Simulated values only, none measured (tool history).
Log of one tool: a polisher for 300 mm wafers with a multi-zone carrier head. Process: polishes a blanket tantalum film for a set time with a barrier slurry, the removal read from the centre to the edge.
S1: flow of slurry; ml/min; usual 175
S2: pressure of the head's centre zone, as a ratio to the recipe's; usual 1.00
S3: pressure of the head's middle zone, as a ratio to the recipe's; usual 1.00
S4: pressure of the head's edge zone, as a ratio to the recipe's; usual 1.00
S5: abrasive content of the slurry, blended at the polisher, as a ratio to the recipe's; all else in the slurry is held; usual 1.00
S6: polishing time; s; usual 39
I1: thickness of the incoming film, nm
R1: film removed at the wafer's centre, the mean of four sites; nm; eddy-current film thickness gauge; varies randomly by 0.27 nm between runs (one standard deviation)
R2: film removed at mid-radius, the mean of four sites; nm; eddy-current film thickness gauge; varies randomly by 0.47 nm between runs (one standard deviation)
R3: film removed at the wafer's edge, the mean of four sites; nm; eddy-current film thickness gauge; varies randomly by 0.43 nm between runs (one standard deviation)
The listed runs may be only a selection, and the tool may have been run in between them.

run 1 hour=0.0 | S1=220 S2=0.93 S3=1.07 S4=1.00 S5=1.00 S6=47 | I1=368.3 | R1=48.6 R2=57.3 R3=51.7
run 2 hour=17.0 | S1=215 S2=1.00 S3=1.00 S4=0.91 S5=1.25 S6=47 | I1=362.4 | R1=56.7 R2=57.9 R3=54.3
run 3 hour=31.4 | S1=210 S2=1.00 S3=1.11 S4=1.05 S5=1.00 S6=39 | I1=372.0 | R1=44.7 R2=51.1 R3=46.9
run 4 hour=46.0 | S1=200 S2=0.94 S3=1.00 S4=1.00 S5=0.80 S6=47 | I1=372.0 | R1=43.4 R2=48.2 R3=46.9
run 5 hour=54.3 | S1=130 S2=1.05 S3=1.00 S4=1.11 S5=1.00 S6=50 | I1=362.7 | R1=52.6 R2=52.3 R3=55.9
run 6 hour=68.5 | S1=175 S2=1.00 S3=0.89 S4=0.97 S5=1.10 S6=39 | I1=369.0 | R1=43.5 R2=40.9 R3=43.4
run 7 hour=78.8 | S1=175 S2=1.04 S3=1.00 S4=1.06 S5=1.25 S6=27 | I1=376.0 | R1=32.5 R2=33.1 R3=32.5
run 8 hour=85.3 | S1=175 S2=1.00 S3=1.00 S4=1.00 S5=1.00 S6=39 | I1=376.5 | R1=41.6 R2=44.3 R3=41.9
run 9 hour=139.3 | S1=175 S2=1.11 S3=0.93 S4=1.00 S5=1.00 S6=28 | I1=374.2 | R1=32.5 R2=29.6 R3=30.0
run 10 hour=149.9 | S1=175 S2=1.00 S3=1.00 S4=1.07 S5=0.90 S6=44 | I1=364.4 | R1=44.4 R2=46.1 R3=46.2
run 11 hour=163.0 | S1=175 S2=1.00 S3=1.00 S4=1.00 S5=1.00 S6=39 | I1=367.9 | R1=42.9 R2=45.9 R3=44.6
run 12 hour=179.5 | S1=175 S2=1.00 S3=1.00 S4=1.00 S5=1.00 S6=39 | I1=374.5 | R1=42.5 R2=44.7 R3=43.2
run 13 hour=189.8 | S1=175 S2=0.91 S3=1.00 S4=1.10 S5=0.85 S6=39 | I1=373.9 | R1=35.3 R2=40.4 R3=41.1
run 14 hour=207.6 | S1=210 S2=1.00 S3=1.00 S4=0.93 S5=1.00 S6=39 | I1=369.5 | R1=43.1 R2=45.2 R3=41.8
run 15 hour=221.7 | S1=175 S2=0.91 S3=0.88 S4=0.89 S5=1.25 S6=39 | I1=365.5 | R1=41.9 R2=42.8 R3=43.7
run 16 hour=236.1 | S1=120 S2=1.00 S3=1.00 S4=1.00 S5=1.10 S6=39 | I1=375.6 | R1=39.0 R2=41.4 R3=41.3
run 17 hour=254.0 | S1=175 S2=1.00 S3=1.06 S4=0.95 S5=1.15 S6=25 | I1=370.7 | R1=27.6 R2=30.5 R3=27.2
run 18 hour=269.0 | S1=210 S2=1.00 S3=1.00 S4=0.93 S5=1.00 S6=39 | I1=369.7 | R1=44.3 R2=46.5 R3=43.4
run 19 hour=276.6 | S1=175 S2=1.00 S3=1.00 S4=1.00 S5=1.00 S6=39 | I1=370.2 | R1=41.7 R2=43.6 R3=42.7
run 20 hour=283.7 | S1=175 S2=1.03 S3=1.00 S4=1.00 S5=1.00 S6=39 | I1=369.1 | R1=43.1 R2=44.1 R3=42.9
run 21 hour=327.2 | S1=175 S2=1.00 S3=1.00 S4=1.00 S5=1.00 S6=39 | I1=364.8 | R1=40.7 R2=42.7 R3=41.4

Withheld: 6 entries from between the runs. Position of each, and hidden state at the listed run before versus the listed run after:
After run 2, before run 3: centre zone pressure recalibrated (hour 20.6); worn pad replaced by a new one (hour 30.6)
  removal rate lost through wear of the pad, %: 5.37 -> 0.159
  measured less the result without the state, R1: -3.2 -> -0.1 nm; R2: -3.3 -> +0.0 nm; R3: -3.1 -> -0.1 nm
After run 10, before run 11: worn pad replaced by a new one (hour 160.1)
  removal rate lost through wear of the pad, %: 5.51 -> 0.474
  measured less the result without the state, R1: -2.6 -> -0.2 nm; R2: -2.7 -> -0.2 nm; R3: -2.7 -> -0.2 nm
After run 11, before run 12: carrier head's membrane replaced by a new one (hour 169.2)
  removal rate lost through wear of the pad, %: 0.474 -> 2.34
  measured less the result without the state, R1: -0.2 -> -1.0 nm; R2: -0.2 -> -1.0 nm; R3: -0.2 -> -1.0 nm
After run 13, before run 14: slurry nozzle cleaned (hour 207.1)
  removal rate lost through wear of the pad, %: 3.15 -> 4.13
  measured less the result without the state, R1: -1.1 -> -1.9 nm; R2: -1.3 -> -1.9 nm; R3: -1.4 -> -1.8 nm
After run 17, before run 18: worn pad replaced by a new one (hour 261.4)
  removal rate lost through wear of the pad, %: 5.29 -> 1.68
  measured less the result without the state, R1: -1.6 -> -0.8 nm; R2: -1.8 -> -0.8 nm; R3: -1.6 -> -0.7 nm
